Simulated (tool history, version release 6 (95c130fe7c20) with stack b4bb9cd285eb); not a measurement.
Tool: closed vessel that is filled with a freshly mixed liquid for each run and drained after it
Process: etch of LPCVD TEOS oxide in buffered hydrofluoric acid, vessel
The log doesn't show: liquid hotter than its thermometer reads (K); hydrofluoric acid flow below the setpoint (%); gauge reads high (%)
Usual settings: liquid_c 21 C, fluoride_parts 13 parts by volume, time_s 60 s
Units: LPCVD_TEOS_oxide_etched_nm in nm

| run | hour | liquid_c | fluoride_parts | time_s | wafers since the last listed run | hours since the thermometer was replaced | hours since the hydrofluoric acid flow meter was replaced | hours since the gauge calibration | read-back film thickness of the LPCVD TEOS oxide reference wafer, read on the same gauge (nm) | LPCVD_TEOS_oxide_etched_nm |
|---|---|---|---|---|---|---|---|---|---|---|
| 1 | 0 | 21 | 13 | 60 | 0 | 641.9 | 359.3 | 874.9 | 50.01 | 82.72 |
| 2 | 43.5 | 21 | 14 | 60 | 4357 | 685.4 | 402.8 | 918.4 | 49.98 | 77.14 |
| 3 | 121.2 | 21 | 14 | 60 | 7783 | 763.1 | 480.5 | 996.1 | 49.97 | 77.17 |
| 4 | 167.2 | 21 | 13 | 60 | 4608 | 809.1 | 526.5 | 1042.1 | 50.03 | 83.77 |
| 5 | 224.3 | 21 | 13 | 60 | 5720 | 866.2 | 583.6 | 1099.2 | 50.03 | 83.57 |
|  | 300.2 | thermometer replaced |
| 6 | 318.8 | 21 | 13 | 60 | 9366 | 18.6 | 678.1 | 1193.7 | 49.98 | 79.66 |
| 7 | 394.2 | 19.5 | 13 | 60 | 7553 | 94 | 753.5 | 1269.1 | 50.02 | 73.3 |
| 8 | 498 | 21 | 13 | 60 | 10398 | 197.8 | 857.3 | 1372.9 | 49.98 | 79.52 |
| 9 | 588.1 | 21 | 13 | 60 | 9026 | 287.9 | 947.4 | 1463 | 50.01 | 79.91 |
| 10 | 675.8 | 21 | 13 | 60 | 8785 | 375.6 | 1035.1 | 1550.7 | 50.03 | 79.99 |
| 11 | 747.6 | 21 | 13 | 60 | 7192 | 447.4 | 1106.9 | 1622.5 | 49.99 | 79.98 |
| 12 | 855.1 | 22.5 | 13 | 60 | 10769 | 554.9 | 1214.4 | 1730 | 50.04 | 87.2 |
| 13 | 907.8 | 21 | 13 | 60 | 5279 | 607.6 | 1267.1 | 1782.7 | 50.03 | 79.82 |
| 14 | 955.7 | 21 | 13 | 60 | 4798 | 655.5 | 1315 | 1830.6 | 49.98 | 80.59 |
| 15 | 1042.7 | 21 | 13 | 60 | 8715 | 742.5 | 1402 | 1917.6 | 49.96 | 81.22 |
| 16 | 1115.8 | 21 | 13 | 60 | 7323 | 815.6 | 1475.1 | 1990.7 | 50.01 | 81.23 |
| 17 | 1206.4 | 24 | 10 | 90 | 9076 | 906.2 | 1565.7 | 2081.3 | 50.01 | 187.7 |
| 18 | 1275.3 | 17 | 16 | 40 | 6902 | 975.1 | 1634.6 | 2150.2 | 50.02 | 35.8 |
|  | 1318.7 | thermometer replaced |
| 19 | 1362.6 | 21 | 13 | 60 | 8645 | 43.9 | 1721.9 | 2237.5 | 50.01 | 77.39 |
| 20 | 1463.1 | 19 | 8.5 | 50 | 10067 | 144.4 | 1822.4 | 2338 | 50.01 | 84.23 |
| 21 | 1514.3 | 21 | 13 | 50 | 5129 | 195.6 | 1873.6 | 2389.2 | 50 | 65.23 |
| 22 | 1606.6 | 22.5 | 16.5 | 60 | 9246 | 287.9 | 1965.9 | 2481.5 | 49.97 | 66.65 |
| 23 | 1652.3 | 21 | 13 | 60 | 4578 | 333.6 | 2011.6 | 2527.2 | 49.98 | 78.37 |
|  | 1671.2 | hydrofluoric acid flow meter replaced |
| 24 | 1715.7 | 19 | 8.5 | 50 | 6251 | 397 | 44.5 | 2590.6 | 50.01 | 89.78 |
| 25 | 1767.4 | 23.5 | 10.5 | 60 | 5179 | 448.7 | 96.2 | 2642.3 | 49.98 | 115.18 |
|  | 1810.6 | gauge calibrated |
| 26 | 1826 | 21 | 13 | 60 | 5870 | 507.3 | 154.8 | 15.4 | 50 | 81.6 |
| 27 | 1916.7 | 21 | 14.5 | 30 | 9086 | 598 | 245.5 | 106.1 | 50.02 | 36.91 |
| 28 | 2007.8 | 25.5 | 13 | 95 | 9126 | 689.1 | 336.6 | 197.2 | 50 | 166.24 |
| 29 | 2065.2 | 17.5 | 9.5 | 60 | 5750 | 746.5 | 394 | 254.6 | 50.01 | 91.02 |
|  | 2108.7 | thermometer replaced |
| 30 | 2109.2 | 21 | 11 | 30 | 4307 | 0.5 | 438 | 298.6 | 49.99 | 46.38 |
| 31 | 2205 | 18 | 13 | 60 | 9597 | 96.3 | 533.8 | 394.4 | 50.03 | 66.54 |
| 32 | 2303.5 | 24.5 | 10.5 | 60 | 9867 | 194.8 | 632.3 | 492.9 | 49.98 | 117.43 |
| 33 | 2350.2 | 25 | 16.5 | 45 | 4678 | 241.5 | 679 | 539.6 | 50.01 | 58.14 |

Forecast each of these 3 alternatives for the next run:
| A | 2350.9 | 21 | 13 | 60 | 70 | 242.2 | 679.7 | 540.3 | ? | ? |
| B | 2350.9 | 21 | 13 | 85 | 70 | 242.2 | 679.7 | 540.3 | ? | ? |
| C | 2350.9 | 19.5 | 13 | 45 | 70 | 242.2 | 679.7 | 540.3 | ? | ? |

| run | read-back film thickness of the LPCVD TEOS oxide reference wafer, read on the same gauge (nm) | LPCVD_TEOS_oxide_etched_nm |
|---|---|---|
| A | 50 | 79.12 |
| B | 50 | 112.09 |
| C | 50 | 54.57 |
Without the tool's hidden state the same runs would have given:
| run | LPCVD_TEOS_oxide_etched_nm |
|---|---|
| A | 80.17 |
| B | 113.57 |
| C | 55.29 |
